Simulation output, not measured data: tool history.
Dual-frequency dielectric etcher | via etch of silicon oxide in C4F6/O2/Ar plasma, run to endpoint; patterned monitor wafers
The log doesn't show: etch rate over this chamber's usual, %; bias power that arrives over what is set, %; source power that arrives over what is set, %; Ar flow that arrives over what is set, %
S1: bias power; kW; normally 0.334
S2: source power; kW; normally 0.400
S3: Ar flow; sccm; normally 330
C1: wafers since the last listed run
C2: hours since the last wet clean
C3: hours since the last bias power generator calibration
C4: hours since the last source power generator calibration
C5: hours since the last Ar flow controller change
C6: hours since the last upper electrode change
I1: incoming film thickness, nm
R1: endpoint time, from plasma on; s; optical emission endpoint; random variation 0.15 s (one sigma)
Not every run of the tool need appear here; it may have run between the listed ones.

run 1 hour=0.0 | S1=0.334 S2=0.400 S3=330 | C1=0 C2=227.5 C3=4405.4 C4=1410.8 C5=5574.3 C6=3491.4 | I1=197.4 | R1=49.3
run 2 hour=23.5 | S1=0.334 S2=0.400 S3=330 | C1=301 C2=251.0 C3=4428.9 C4=1434.3 C5=5597.8 C6=3514.9 | I1=196.9 | R1=48.9
run 3 hour=36.9 | S1=0.334 S2=0.400 S3=277 | C1=171 C2=264.4 C3=4442.3 C4=1447.7 C5=5611.2 C6=3528.3 | I1=197.9 | R1=48.1
run 4 hour=49.8 | S1=0.300 S2=0.400 S3=330 | C1=165 C2=277.3 C3=4455.2 C4=1460.6 C5=5624.1 C6=3541.2 | I1=197.3 | R1=50.7
run 5 hour=66.8 | S1=0.400 S2=0.400 S3=330 | C1=218 C2=294.3 C3=4472.2 C4=1477.6 C5=5641.1 C6=3558.2 | I1=197.6 | R1=46.0
run 6 hour=95.3 | S1=0.334 S2=0.400 S3=330 | C1=365 C2=322.8 C3=4500.7 C4=1506.1 C5=5669.6 C6=3586.7 | I1=197.0 | R1=48.8
-- hour=135.8 upper electrode replaced
run 7 hour=136.3 | S1=0.334 S2=0.400 S3=330 | C1=218 C2=363.8 C3=4541.7 C4=1547.1 C5=5710.6 C6=0.5 | I1=197.0 | R1=48.7
run 8 hour=136.7 | S1=0.334 S2=0.400 S3=330 | C1=5 C2=364.2 C3=4542.1 C4=1547.5 C5=5711.0 C6=0.9 | I1=198.0 | R1=48.8
run 9 hour=160.0 | S1=0.334 S2=0.400 S3=348 | C1=299 C2=387.5 C3=4565.4 C4=1570.8 C5=5734.3 C6=24.2 | I1=199.9 | R1=49.9
run 10 hour=173.5 | S1=0.334 S2=0.400 S3=348 | C1=173 C2=401.0 C3=4578.9 C4=1584.3 C5=5747.8 C6=37.7 | I1=198.8 | R1=49.2
run 11 hour=207.7 | S1=0.334 S2=0.400 S3=330 | C1=438 C2=435.2 C3=4613.1 C4=1618.5 C5=5782.0 C6=71.9 | I1=197.8 | R1=48.6
-- hour=224.7 bias power generator calibrated
run 12 hour=241.7 | S1=0.334 S2=0.490 S3=283 | C1=385 C2=469.2 C3=17.0 C4=1652.5 C5=5816.0 C6=105.9 | I1=197.6 | R1=43.7
run 13 hour=264.6 | S1=0.334 S2=0.400 S3=330 | C1=293 C2=492.1 C3=39.9 C4=1675.4 C5=5838.9 C6=128.8 | I1=198.2 | R1=48.8
run 14 hour=283.2 | S1=0.411 S2=0.470 S3=258 | C1=238 C2=510.7 C3=58.5 C4=1694.0 C5=5857.5 C6=147.4 | I1=197.5 | R1=40.8
run 15 hour=310.2 | S1=0.388 S2=0.310 S3=330 | C1=346 C2=537.7 C3=85.5 C4=1721.0 C5=5884.5 C6=174.4 | I1=196.1 | R1=50.9
-- hour=334.4 source power generator calibrated
run 16 hour=345.7 | S1=0.418 S2=0.400 S3=330 | C1=404 C2=573.2 C3=121.0 C4=11.3 C5=5920.0 C6=209.9 | I1=198.0 | R1=43.9
-- hour=393.5 wet clean of the chamber
run 17 hour=394.0 | S1=0.281 S2=0.400 S3=330 | C1=311 C2=0.5 C3=169.3 C4=59.6 C5=5968.3 C6=258.2 | I1=196.8 | R1=51.8
run 18 hour=412.0 | S1=0.385 S2=0.400 S3=330 | C1=231 C2=18.5 C3=187.3 C4=77.6 C5=5986.3 C6=276.2 | I1=197.0 | R1=46.4
-- hour=423.0 Ar flow controller replaced
run 19 hour=485.1 | S1=0.334 S2=0.400 S3=330 | C1=861 C2=91.6 C3=260.4 C4=150.7 C5=62.1 C6=349.3 | I1=196.3 | R1=48.3
run 20 hour=501.8 | S1=0.334 S2=0.400 S3=351 | C1=214 C2=108.3 C3=277.1 C4=167.4 C5=78.8 C6=366.0 | I1=198.6 | R1=49.4
run 21 hour=519.2 | S1=0.259 S2=0.310 S3=370 | C1=223 C2=125.7 C3=294.5 C4=184.8 C5=96.2 C6=383.4 | I1=196.8 | R1=60.5
run 22 hour=554.9 | S1=0.389 S2=0.500 S3=296 | C1=458 C2=161.4 C3=330.2 C4=220.5 C5=131.9 C6=419.1 | I1=199.6 | R1=41.9
run 23 hour=590.0 | S1=0.310 S2=0.440 S3=375 | C1=450 C2=196.5 C3=365.3 C4=255.6 C5=167.0 C6=454.2 | I1=199.8 | R1=49.1
run 24 hour=613.6 | S1=0.334 S2=0.400 S3=330 | C1=302 C2=220.1 C3=388.9 C4=279.2 C5=190.6 C6=477.8 | I1=198.5 | R1=48.9
run 25 hour=719.3 | S1=0.257 S2=0.340 S3=406 | C1=1356 C2=325.8 C3=494.6 C4=384.9 C5=296.3 C6=583.5 | I1=196.8 | R1=58.2
run 26 hour=734.7 | S1=0.334 S2=0.400 S3=330 | C1=197 C2=341.2 C3=510.0 C4=400.3 C5=311.7 C6=598.9 | I1=196.9 | R1=48.2
run 27 hour=764.5 | S1=0.292 S2=0.400 S3=380 | C1=382 C2=371.0 C3=539.8 C4=430.1 C5=341.5 C6=628.7 | I1=197.6 | R1=51.2
run 28 hour=785.9 | S1=0.373 S2=0.360 S3=330 | C1=274 C2=392.4 C3=561.2 C4=451.5 C5=362.9 C6=650.1 | I1=196.9 | R1=48.2
run 29 hour=810.6 | S1=0.384 S2=0.370 S3=404 | C1=317 C2=417.1 C3=585.9 C4=476.2 C5=387.6 C6=674.8 | I1=198.7 | R1=49.0
run 30 hour=837.5 | S1=0.334 S2=0.500 S3=330 | C1=345 C2=444.0 C3=612.8 C4=503.1 C5=414.5 C6=701.7 | I1=197.1 | R1=43.7

What if the next run were any one of these 3? Each begins from the tool's condition after run 30:
run A hour=837.9 | S1=0.334 S2=0.400 S3=330 | C1=5 C2=444.4 C3=613.2 C4=503.5 C5=414.9 C6=702.1 | I1=198.1 | R1=?
run B hour=837.9 | S1=0.375 S2=0.310 S3=364 | C1=5 C2=444.4 C3=613.2 C4=503.5 C5=414.9 C6=702.1 | I1=198.1 | R1=?
run C hour=837.9 | S1=0.270 S2=0.360 S3=401 | C1=5 C2=444.4 C3=613.2 C4=503.5 C5=414.9 C6=702.1 | I1=198.1 | R1=?

run=A R1=48.3
run=B R1=52.5
run=C R1=55.5
Without the tool's unlogged condition, the same runs would have read:
run=A R1=48.9
run=B R1=53.2
run=C R1=56.2
